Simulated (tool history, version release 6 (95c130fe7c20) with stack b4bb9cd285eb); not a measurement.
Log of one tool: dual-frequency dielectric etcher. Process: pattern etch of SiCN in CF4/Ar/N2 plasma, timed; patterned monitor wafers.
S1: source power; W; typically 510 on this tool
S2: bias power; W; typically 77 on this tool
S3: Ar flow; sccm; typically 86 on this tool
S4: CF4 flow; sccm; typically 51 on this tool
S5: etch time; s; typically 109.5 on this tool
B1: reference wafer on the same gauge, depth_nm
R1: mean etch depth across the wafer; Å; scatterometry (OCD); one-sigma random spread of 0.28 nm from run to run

{"run": 1, "hour": 0.0, "S1": 510, "S2": 87, "S3": 102, "S4": 51, "S5": 109.5, "B1": 104.2, "R1": 1038}
{"run": 2, "hour": 26.1, "S1": 510, "S2": 77, "S3": 86, "S4": 51, "S5": 109.5, "B1": 104.2, "R1": 994}
{"run": 3, "hour": 76.4, "S1": 510, "S2": 77, "S3": 86, "S4": 51, "S5": 109.5, "B1": 104.1, "R1": 985}
{"hour": 148.8, "done": "upper electrode replaced"}
{"run": 4, "hour": 149.3, "S1": 510, "S2": 77, "S3": 86, "S4": 51, "S5": 109.5, "B1": 104, "R1": 987}
{"run": 5, "hour": 170.9, "S1": 510, "S2": 77, "S3": 86, "S4": 51, "S5": 109.5, "B1": 103.9, "R1": 986}
{"run": 6, "hour": 231.4, "S1": 570, "S2": 77, "S3": 105, "S4": 51, "S5": 109.5, "B1": 104, "R1": 1072}
{"hour": 282.5, "done": "CF4 flow controller replaced"}
{"run": 7, "hour": 292.8, "S1": 510, "S2": 77, "S3": 86, "S4": 51, "S5": 109.5, "B1": 103.8, "R1": 990}
{"hour": 334.0, "done": "wet clean of the chamber"}
{"hour": 428.4, "done": "bias power generator calibrated"}
{"run": 8, "hour": 441.4, "S1": 540, "S2": 69, "S3": 96, "S4": 51, "S5": 79.5, "B1": 103.6, "R1": 700}
{"run": 9, "hour": 498.0, "S1": 510, "S2": 77, "S3": 86, "S4": 44, "S5": 109.5, "B1": 103.6, "R1": 975}
{"run": 10, "hour": 529.6, "S1": 510, "S2": 77, "S3": 86, "S4": 51, "S5": 109.5, "B1": 103.6, "R1": 986}
{"run": 11, "hour": 576.5, "S1": 510, "S2": 77, "S3": 86, "S4": 62, "S5": 109.5, "B1": 103.7, "R1": 1007}
{"run": 12, "hour": 607.7, "S1": 510, "S2": 68, "S3": 65, "S4": 51, "S5": 109.5, "B1": 103.6, "R1": 959}
{"hour": 682.8, "done": "wet clean of the chamber"}
{"run": 13, "hour": 683.3, "S1": 510, "S2": 77, "S3": 86, "S4": 40, "S5": 109.5, "B1": 103.5, "R1": 962}
{"hour": 687.0, "done": "gauge calibrated"}
{"hour": 704.6, "done": "source power generator calibrated"}
{"run": 14, "hour": 728.3, "S1": 510, "S2": 64, "S3": 86, "S4": 51, "S5": 109.5, "B1": 106, "R1": 902}
{"run": 15, "hour": 785.6, "S1": 510, "S2": 77, "S3": 73, "S4": 51, "S5": 129.5, "B1": 105.6, "R1": 1217}
{"run": 16, "hour": 866.7, "S1": 510, "S2": 77, "S3": 97, "S4": 51, "S5": 109.5, "B1": 105.3, "R1": 984}
{"run": 17, "hour": 924.7, "S1": 510, "S2": 77, "S3": 86, "S4": 51, "S5": 109.5, "B1": 105.1, "R1": 1002}
{"run": 18, "hour": 953.8, "S1": 480, "S2": 77, "S3": 86, "S4": 51, "S5": 109.5, "B1": 105, "R1": 938}
{"hour": 1031.4, "done": "wet clean of the chamber"}
{"run": 19, "hour": 1031.9, "S1": 510, "S2": 77, "S3": 86, "S4": 63, "S5": 134.5, "B1": 104.8, "R1": 1250}
{"run": 20, "hour": 1052.5, "S1": 510, "S2": 95, "S3": 86, "S4": 61, "S5": 109.5, "B1": 104.7, "R1": 1136}

Some steps in R1 between neighbouring runs. How much of each would the tool show without its hidden state too (settings, what came in, random variation), and how much is left for the hidden state, with any gauge scatter that isn't in both results?
Unlogged tool condition in this case: etch rate over this chamber's usual, %; source power that arrives over what is set, %; bias power that arrives over what is set, %; Ar flow that arrives over what is set, %; CF4 flow that arrives over what is set, %; gauge reads high (%).
Run 8 -> 9: S1 540 -> 510, S2 69 -> 77, S3 96 -> 86, S4 51 -> 44, S5 79.5 -> 109.5. R1 +275 Å: hidden state -7, all else +282.
Run 13 -> 14: S2 77 -> 64, S4 40 -> 51, gauge calibrated, source power generator calibrated. R1 -60 Å: hidden state +21, all else -81.
Run 14 -> 15: S2 64 -> 77, S3 86 -> 73, S5 109.5 -> 129.5. R1 +315 Å: hidden state -3, all else +318.
Run 18 -> 19: S1 480 -> 510, S4 51 -> 63, S5 109.5 -> 134.5, wet clean of the chamber. R1 +312 Å: hidden state -6, all else +318.
